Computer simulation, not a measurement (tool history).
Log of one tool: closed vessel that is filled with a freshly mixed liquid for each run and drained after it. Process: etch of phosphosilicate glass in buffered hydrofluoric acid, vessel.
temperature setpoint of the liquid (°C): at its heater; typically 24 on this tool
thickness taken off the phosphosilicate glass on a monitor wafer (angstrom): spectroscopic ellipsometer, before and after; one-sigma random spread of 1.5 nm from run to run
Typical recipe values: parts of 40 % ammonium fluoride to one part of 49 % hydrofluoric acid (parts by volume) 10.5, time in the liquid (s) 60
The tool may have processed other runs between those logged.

run    hour  temperature setpoint of the liquid (°C)  parts of 40 % ammonium fluoride to one part of 49 % hydrofluoric acid (parts by volume)  time in the liquid (s)  wafers since the last listed run  hours since the thermometer was replaced  hours since the hydrofluoric acid flow meter was replaced  hours since the gauge calibration  read-back film thickness of the phosphosilicate glass reference wafer, read on the same gauge (nm)  thickness taken off the phosphosilicate glass on a monitor wafer (angstrom)
  1       0                                       24                                                                                     10.5                      60                                 0                                     644.4                                                       1541                             2153.7                                                                                               59.96                                                                       1585.1
  2    90.2                                       24                                                                                     10.5                      60                             13392                                     734.6                                                     1631.2                             2243.9                                                                                                  60                                                                       1579.6
  3   174.2                                       24                                                                                     10.5                      60                             12472                                     818.6                                                     1715.2                             2327.9                                                                                               60.03                                                                       1576.9
  4   222.9                                       24                                                                                     10.5                      60                              7230                                     867.3                                                     1763.9                             2376.6                                                                                               59.98                                                                       1585.6
  5   317.5                                       24                                                                                     10.5                      60                             14046                                     961.9                                                     1858.5                             2471.2                                                                                               59.98                                                                       1566.5
  6   395.4                                       24                                                                                     10.5                      60                             11566                                    1039.8                                                     1936.4                             2549.1                                                                                               60.02                                                                       1554.3
  7   466.6                                       24                                                                                     10.5                      60                             10571                                      1111                                                     2007.6                             2620.3                                                                                               59.99                                                                       1553.9
  8   544.1                                       24                                                                                     11.5                      35                             11507                                    1188.5                                                     2085.1                             2697.8                                                                                               59.98                                                                        835.6
      593.3  -- hydrofluoric acid flow meter replaced
  9   638.2                                       24                                                                                     11.5                      35                             13823                                    1282.6                                                       44.9                             2791.9                                                                                               59.98                                                                        868.5
 10   698.6                                       24                                                                                     10.5                      60                              8968                                      1343                                                      105.3                             2852.3                                                                                                  60                                                                       1665.1
 11   767.9                                       24                                                                                     10.5                      60                             10289                                    1412.3                                                      174.6                             2921.6                                                                                                  60                                                                       1674.5
 12   869.4                                       24                                                                                     10.5                      60                             15070                                    1513.8                                                      276.1                             3023.1                                                                                               59.99                                                                         1648
 13   947.9                                       24                                                                                     10.5                      60                             11655                                    1592.3                                                      354.6                             3101.6                                                                                               59.95                                                                       1645.2
 14  1013.3                                       24                                                                                     10.5                      60                              9710                                    1657.7                                                        420                               3167                                                                                               60.03                                                                       1618.6
 15  1073.1                                       22                                                                                        9                      60                              8879                                    1717.5                                                      479.8                             3226.8                                                                                                  60                                                                       1657.7
 16  1246.7                                       24                                                                                        7                      45                             25776                                    1891.1                                                      653.4                             3400.4                                                                                                  60                                                                       1793.9
 17  1349.9                                       24                                                                                     10.5                      75                             15323                                    1994.3                                                      756.6                             3503.6                                                                                               60.01                                                                       2029.5
 18  1393.6                                       28                                                                                       12                      30                              6488                                      2038                                                      800.3                             3547.3                                                                                                  60                                                                        871.6
     1430.5  -- thermometer replaced
 19  1499.3                                       24                                                                                        9                      85                             15545                                      68.8                                                        906                               3653                                                                                               59.97                                                                       2567.7
 20  1571.7                                     20.5                                                                                        8                      50                             10749                                     141.2                                                      978.4                             3725.4                                                                                               59.97                                                                       1408.4
 21    1630                                       24                                                                                     10.5                      60                              8656                                     199.5                                                     1036.7                             3783.7                                                                                               59.98                                                                       1629.8
     1720.1  -- gauge calibrated
 22  1723.2                                       24                                                                                     10.5                      30                             13838                                     292.7                                                     1129.9                                3.1                                                                                               60.01                                                                        802.6
 23  1820.9                                       22                                                                                        9                      60                             14506                                     390.4                                                     1227.6                              100.8                                                                                                  60                                                                       1643.2
 24  1874.9                                     28.5                                                                                       14                      60                              8017                                     444.4                                                     1281.6                              154.8                                                                                               60.04                                                                       1535.3
 25  1957.6                                       24                                                                                     10.5                      60                             12279                                     527.1                                                     1364.3                              237.5                                                                                               59.99                                                                       1583.9
 26  2009.3                                       24                                                                                     10.5                      60                              7676                                     578.8                                                       1416                              289.2                                                                                               60.02                                                                       1598.7
 27  2115.4                                     26.5                                                                                        9                      60                             15753                                     684.9                                                     1522.1                              395.3                                                                                                  60                                                                       2059.6
 28  2196.8                                       24                                                                                     11.5                      35                             12086                                     766.3                                                     1603.5                              476.7                                                                                               60.01                                                                        850.3
 29  2319.9                                       24                                                                                     10.5                      60                             18277                                     889.4                                                     1726.6                              599.8                                                                                               60.01                                                                       1578.3
 30  2363.4                                     20.5                                                                                     12.5                      30                              6458                                     932.9                                                     1770.1                              643.3                                                                                               59.97                                                                        550.6
 31  2470.3                                       21                                                                                       12                      80                             15872                                    1039.8                                                       1877                              750.2                                                                                               60.02                                                                       1524.6
 32  2576.9                                       24                                                                                     10.5                      60                             15827                                    1146.4                                                     1983.6                              856.8                                                                                               59.99                                                                       1574.4
 33  2639.1                                       24                                                                                     10.5                      60                              9235                                    1208.6                                                     2045.8                                919                                                                                               60.02                                                                       1553.6

Exercise: give the hidden state of the tool at every run:
liquid hotter than its thermometer reads (K): 0, the same for each run
gauge reads high (%): 0, the same for each run
H1: hydrofluoric acid flow below the setpoint (%)
run     H1
  1   5.36
  2   5.65
  3   5.93
  4   6.08
  5   6.39
  6   6.65
  7   6.88
  8   7.13
  9  0.193
 10  0.389
 11  0.615
 12  0.945
 13    1.2
 14   1.41
 15   1.61
 16   2.17
 17   2.51
 18   2.65
 19   2.99
 20   3.23
 21   3.42
 22   3.72
 23   4.04
 24   4.22
 25   4.49
 26   4.65
 27      5
 28   5.26
 29   5.66
 30   5.81
 31   6.15
 32    6.5
 33    6.7

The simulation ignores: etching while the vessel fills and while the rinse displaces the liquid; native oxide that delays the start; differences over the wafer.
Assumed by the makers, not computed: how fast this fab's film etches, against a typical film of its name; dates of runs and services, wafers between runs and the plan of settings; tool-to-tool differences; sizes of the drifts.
